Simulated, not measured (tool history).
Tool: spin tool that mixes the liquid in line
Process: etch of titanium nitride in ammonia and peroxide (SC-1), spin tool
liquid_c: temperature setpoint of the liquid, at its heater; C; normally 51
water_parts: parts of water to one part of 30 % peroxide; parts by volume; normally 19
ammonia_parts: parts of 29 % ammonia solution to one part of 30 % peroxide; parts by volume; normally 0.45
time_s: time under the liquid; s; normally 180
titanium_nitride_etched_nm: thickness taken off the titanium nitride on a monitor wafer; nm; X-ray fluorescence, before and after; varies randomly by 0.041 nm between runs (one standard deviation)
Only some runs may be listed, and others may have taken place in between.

run,hour,liquid_c,water_parts,ammonia_parts,time_s,wafers since the last listed run,hours since the thermometer was replaced,hours since the ammonia flow meter was replaced,hours since the heated supply line was repaired,hours since the drum of ammonia solution was connected,hours since the gauge calibration,"read-back film thickness of the titanium nitride reference wafer, read on the same gauge (nm)",titanium_nitride_etched_nm
1,0,51,19,0.45,180,0,2624.6,886.1,2468.7,66.4,364.3,140.01,4.83
2,9.9,41,12.5,0.45,210,57,2634.5,896,2478.6,76.3,374.2,140.01,3.45
3,20.6,51,19,0.45,180,61,2645.2,906.7,2489.3,87,384.9,139.99,4.81
4,38.4,51,27.5,0.45,180,102,2663,924.5,2507.1,104.8,402.7,140.01,3.89
5,45.9,43.5,19,0.45,80,43,2670.5,932,2514.6,112.3,410.2,140.03,1.26
6,54.5,51,19,0.45,180,49,2679.1,940.6,2523.2,120.9,418.8,140.02,4.82
# hour 64.3: thermometer replaced
7,70.2,45.5,19,0.45,180,84,5.9,956.3,2538.9,136.6,434.5,140.02,3.23
# hour 74: gauge calibrated
8,107.6,46.5,28,0.45,180,216,43.3,993.7,2576.3,174,33.6,139.98,2.8
9,123.4,45.5,19,0.45,100,91,59.1,1009.5,2592.1,189.8,49.4,140.01,1.8
10,134.1,51,14,0.45,210,61,69.8,1020.2,2602.8,200.5,60.1,140.01,6.62
11,145.7,45.5,19,0.45,255,67,81.4,1031.8,2614.4,212.1,71.7,139.98,4.53
# hour 147.5: ammonia flow meter replaced
12,159,51,19,0.35,180,71,94.7,11.5,2627.7,225.4,85,140.01,4.55
13,175.6,51,19,0.6,180,95,111.3,28.1,2644.3,242,101.6,139.99,5.08
14,185.5,51,23,0.45,270,57,121.2,38,2654.2,251.9,111.5,139.99,6.47
15,198.9,48,19,0.4,180,77,134.6,51.4,2667.6,265.3,124.9,139.97,3.78
16,212,43,19,0.45,180,75,147.7,64.5,2680.7,278.4,138,140.02,2.64
17,218.7,44,19,0.45,180,38,154.4,71.2,2687.4,285.1,144.7,139.97,2.82
# hour 230.6: heated supply line repaired
18,231.9,51,19,0.45,180,70,167.6,84.4,1.3,298.3,157.9,139.97,6
19,247.5,44,9.5,0.45,180,90,183.2,100,16.9,313.9,173.5,140,5.36
20,263.6,51,26,0.45,180,92,199.3,116.1,33,330,189.6,140,5.01
21,273.8,51,19,0.65,180,58,209.5,126.3,43.2,340.2,199.8,139.98,6.42
22,287.8,51,19,0.5,180,80,223.5,140.3,57.2,354.2,213.8,139.99,6.08
23,303.8,54,19,0.45,180,92,239.5,156.3,73.2,370.2,229.8,140.01,7.36

Forecast run 24:
24,311.1,51,19,0.45,180,42,246.8,163.6,80.5,377.5,237.1,?,?

Logged for run 24: read-back film thickness of the titanium nitride reference wafer, read on the same gauge (nm) 140, titanium_nitride_etched_nm 5.99 nm.
Take away the tool's hidden state, keep the run-to-run variation as it was, and the same run would have given titanium_nitride_etched_nm 6.22 nm.
